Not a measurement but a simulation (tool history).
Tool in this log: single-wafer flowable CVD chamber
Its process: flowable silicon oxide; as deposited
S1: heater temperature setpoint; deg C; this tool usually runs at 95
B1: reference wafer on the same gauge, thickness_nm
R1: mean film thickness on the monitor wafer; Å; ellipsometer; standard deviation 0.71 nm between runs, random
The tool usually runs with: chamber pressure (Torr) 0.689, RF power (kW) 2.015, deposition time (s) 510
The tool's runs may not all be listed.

Run 1, hour 0.0: usual settings; B1 299.086. Result: R1 3055.02 Å.
Run 2, hour 41.2: usual settings but chamber pressure (Torr) 0.805; B1 298.695. Result: R1 3569.01 Å.
Run 3, hour 130.3: usual settings but chamber pressure (Torr) 0.805; B1 299.054. Result: R1 3560.44 Å.
Run 4, hour 232.5: usual settings; B1 299.037. Result: R1 3051.07 Å.
Run 5, hour 278.3: usual settings; B1 298.929. Result: R1 3061.29 Å.
Run 6, hour 325.0: usual settings; B1 299.040. Result: R1 3054.81 Å.
Run 7, hour 413.2: usual settings but chamber pressure (Torr) 0.603; B1 299.325. Result: R1 2690.82 Å.
Run 8, hour 500.8: usual settings but S1 87 deg C; B1 299.099. Result: R1 3875.80 Å.
Run 9, hour 603.1: usual settings but S1 87 deg C; B1 299.218. Result: R1 3913.77 Å.
Run 10, hour 692.5: usual settings but S1 87 deg C; B1 298.753. Result: R1 3901.79 Å.
Run 11, hour 795.7: usual settings; B1 298.497. Result: R1 3052.13 Å.
Run 12, hour 867.8: usual settings; B1 298.602. Result: R1 3063.36 Å.
Run 13, hour 948.8: usual settings; B1 298.964. Result: R1 3072.68 Å.
Run 14, hour 1047.6: usual settings but deposition time (s) 561; B1 298.987. Result: R1 3382.67 Å.
Run 15, hour 1116.5: usual settings but deposition time (s) 608; B1 298.952. Result: R1 3653.37 Å.
Run 16, hour 1160.8: usual settings but S1 103 deg C, chamber pressure (Torr) 0.609, RF power (kW) 2.275, deposition time (s) 456; B1 299.065. Result: R1 1943.83 Å.
Run 17, hour 1244.7: usual settings but RF power (kW) 2.325, deposition time (s) 410; B1 298.991. Result: R1 2528.90 Å.
Run 18, hour 1341.4: usual settings; B1 299.102. Result: R1 3063.71 Å.
Run 19, hour 1396.4: usual settings but S1 90 deg C, chamber pressure (Torr) 0.638, deposition time (s) 596; B1 299.364. Result: R1 3897.46 Å.
Run 20, hour 1488.0: usual settings but chamber pressure (Torr) 0.546, RF power (kW) 2.280; B1 298.863. Result: R1 2505.00 Å.
Run 21, hour 1589.7: usual settings; B1 299.313. Result: R1 3009.43 Å.
Run 22, hour 1665.5: usual settings; B1 298.744. Result: R1 3003.95 Å.
Run 23, hour 1710.8: usual settings but S1 89 deg C, chamber pressure (Torr) 0.636, RF power (kW) 2.325; B1 299.024. Result: R1 3468.87 Å.
Run 24, hour 1769.6: usual settings but chamber pressure (Torr) 0.525, deposition time (s) 422; B1 298.797. Result: R1 1920.63 Å.
Run 25, hour 1812.2: usual settings; B1 299.064. Result: R1 3028.22 Å.
Run 26, hour 1885.7: usual settings but S1 100 deg C; B1 299.127. Result: R1 2590.13 Å.
Run 27, hour 1973.2: usual settings but S1 89 deg C; B1 299.005. Result: R1 3653.53 Å.
Run 28, hour 2065.8: usual settings; B1 298.674. Result: R1 3056.81 Å.
Run 29, hour 2116.4: usual settings but S1 104 deg C, chamber pressure (Torr) 0.784, deposition time (s) 539; B1 299.088. Result: R1 2758.45 Å.

Between the runs listed above, the log contained 5 entries, not reproduced here. Where in the sequence does each belong, and how does what the log doesn't record of the tool's condition differ from the listed run before to the listed run after?
Logged between run 7 and run 8: RF generator calibrated (hour 477.0)
  wafer temperature above the value expected at the setpoint (K): -0.689 -> -0.702
  measured result minus the result with no hidden state, R1: +57.79 -> +75.68 Å
Logged between run 8 and run 9: showerhead replaced (hour 514.0)
  wafer temperature above the value expected at the setpoint (K): -0.702 -> -0.717
  measured result minus the result with no hidden state, R1: +75.68 -> +77.95 Å
Logged between run 12 and run 13: gauge calibrated (hour 894.4)
  wafer temperature above the value expected at the setpoint (K): -0.747 -> -0.754
  measured result minus the result with no hidden state, R1: +71.27 -> +72.20 Å
Logged between run 16 and run 17: capacitance manometer re-zeroed and calibrated (hour 1212.9)
  wafer temperature above the value expected at the setpoint (K): -0.771 -> -0.777
  measured result minus the result with no hidden state, R1: +47.51 -> +61.19 Å
Logged between run 20 and run 21: thermocouple changed; heater temperature recalibrated (hour 1524.3)
  wafer temperature above the value expected at the setpoint (K): -0.791 -> -0.167
  measured result minus the result with no hidden state, R1: +61.67 -> +15.77 Å

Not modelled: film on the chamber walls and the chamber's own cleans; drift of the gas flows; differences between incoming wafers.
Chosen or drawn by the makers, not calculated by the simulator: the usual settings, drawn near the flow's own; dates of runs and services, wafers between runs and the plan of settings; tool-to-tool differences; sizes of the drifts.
